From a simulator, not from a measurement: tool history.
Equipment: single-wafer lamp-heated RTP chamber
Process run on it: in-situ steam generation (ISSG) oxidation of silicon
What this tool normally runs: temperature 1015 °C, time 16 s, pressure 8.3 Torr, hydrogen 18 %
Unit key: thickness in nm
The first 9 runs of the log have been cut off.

run     day  temperature  time  pressure  hydrogen  wafers since the last listed run  wafers since the last pyrometer calibration  hours since the pressure gauge was zeroed  hours since the hydrogen flow controller was replaced  hours since the gauge calibration  read-back reference wafer on the same gauge, thickness  thickness
 10  36.546         1015    16       8.3        18                               941                                         4998                                       3693                                                 6125.7                              120.3                                                   5.587       5.33
 11  38.492         1015    16       8.3        18                               546                                         5544                                     3739.7                                                 6172.4                                167                                                   5.591      5.345
     40.125  -- hydrogen flow controller replaced
 12  41.188         1015    16       8.3        18                               662                                         6207                                     3804.4                                                   25.5                              231.7                                                   5.588      5.372
 13  43.296         1015    19       8.3        18                               591                                         6798                                       3855                                                   76.1                              282.3                                                   5.591      5.813
      44.65  -- pyrometer window cleaned and pyrometer calibrated
 14  44.971         1004    16       7.1        27                               376                                           89                                     3895.2                                                  116.3                              322.5                                                   5.591      5.584
 15  47.467         1015    14       8.3        18                               700                                          789                                     3955.1                                                  176.2                              382.4                                                    5.59       4.98
 16  51.183         1010    16       8.3        11                              1042                                         1832                                     4044.3                                                  265.4                              471.6                                                    5.59      4.654
     54.083  -- pressure gauge zeroed
 17  54.692         1006    16       8.3        18                               890                                         2723                                       14.6                                                  349.6                              555.8                                                   5.589      5.136
 18  56.458         1005    14       8.3        18                               495                                         3219                                         57                                                    392                              598.2                                                    5.59      4.827
 19      59         1015    16       8.3        12                               713                                         3932                                        118                                                    453                              659.2                                                    5.59      4.882
 20  61.438         1015    16       8.3        18                               684                                         4616                                      176.5                                                  511.5                              717.7                                                   5.591      5.329
 21  65.471         1032    20       7.5        23                              1131                                         5748                                      273.3                                                  608.3                              814.5                                                    5.59      6.872
     66.708  -- pyrometer window cleaned and pyrometer calibrated
 22  69.808         1015    18       8.3        18                              1123                                          869                                      377.4                                                  712.4                              918.6                                                   5.592      5.599
 23  72.054         1015    22       8.3        18                               630                                         1500                                      431.3                                                  766.3                              972.5                                                    5.59      6.195
 24  74.854         1005    16       9.3        18                               785                                         2285                                      498.5                                                  833.5                             1039.7                                                    5.59      5.063
 25    78.1         1015    16       7.2        11                               910                                         3196                                      576.4                                                  911.4                             1117.6                                                   5.589      4.745
 26  80.412         1015    16       8.3        18                               648                                         3845                                      631.9                                                  966.9                             1173.1                                                   5.588      5.343
 27  84.479         1007    21       7.5        13                              1141                                         4986                                      729.5                                                 1064.5                             1270.7                                                   5.592      5.469
 28  87.175         1015    16       9.7        26                               756                                         5743                                      794.2                                                 1129.2                             1335.4                                                    5.59      5.719
 29  89.196         1021    16       7.4        18                               567                                         6310                                      842.7                                                 1177.7                             1383.9                                                   5.589      5.494
     90.362  -- pyrometer window cleaned and pyrometer calibrated
 30  91.346         1015    16       8.3        18                               509                                          275                                      894.3                                                 1229.3                             1435.5                                                    5.59      5.297
 31  95.729         1015    13       8.3        18                              1230                                         1505                                      999.5                                                 1334.5                             1540.7                                                   5.591      4.824
 32  98.446         1015    16       8.3        26                               762                                         2267                                     1064.7                                                 1399.7                             1605.9                                                    5.59      5.821

Forecast each of these 3 alternatives for the next run:
  A  98.462         1002    16       8.3        18                                 4                                         2272                                     1065.1                                                 1400.1                             1606.3                                                       ?          ?
  B  98.462         1015    16       8.3        11                                 4                                         2272                                     1065.1                                                 1400.1                             1606.3                                                       ?          ?
  C  98.462         1015    13       9.5        18                                 4                                         2272                                     1065.1                                                 1400.1                             1606.3                                                       ?          ?

run  read-back reference wafer on the same gauge, thickness  thickness
  A                                                   5.589      5.058
  B                                                   5.589      4.779
  C                                                   5.589      4.785
Without the tool's hidden state the same runs would have given:
run  thickness
  A      5.015
  B      4.734
  C      4.743
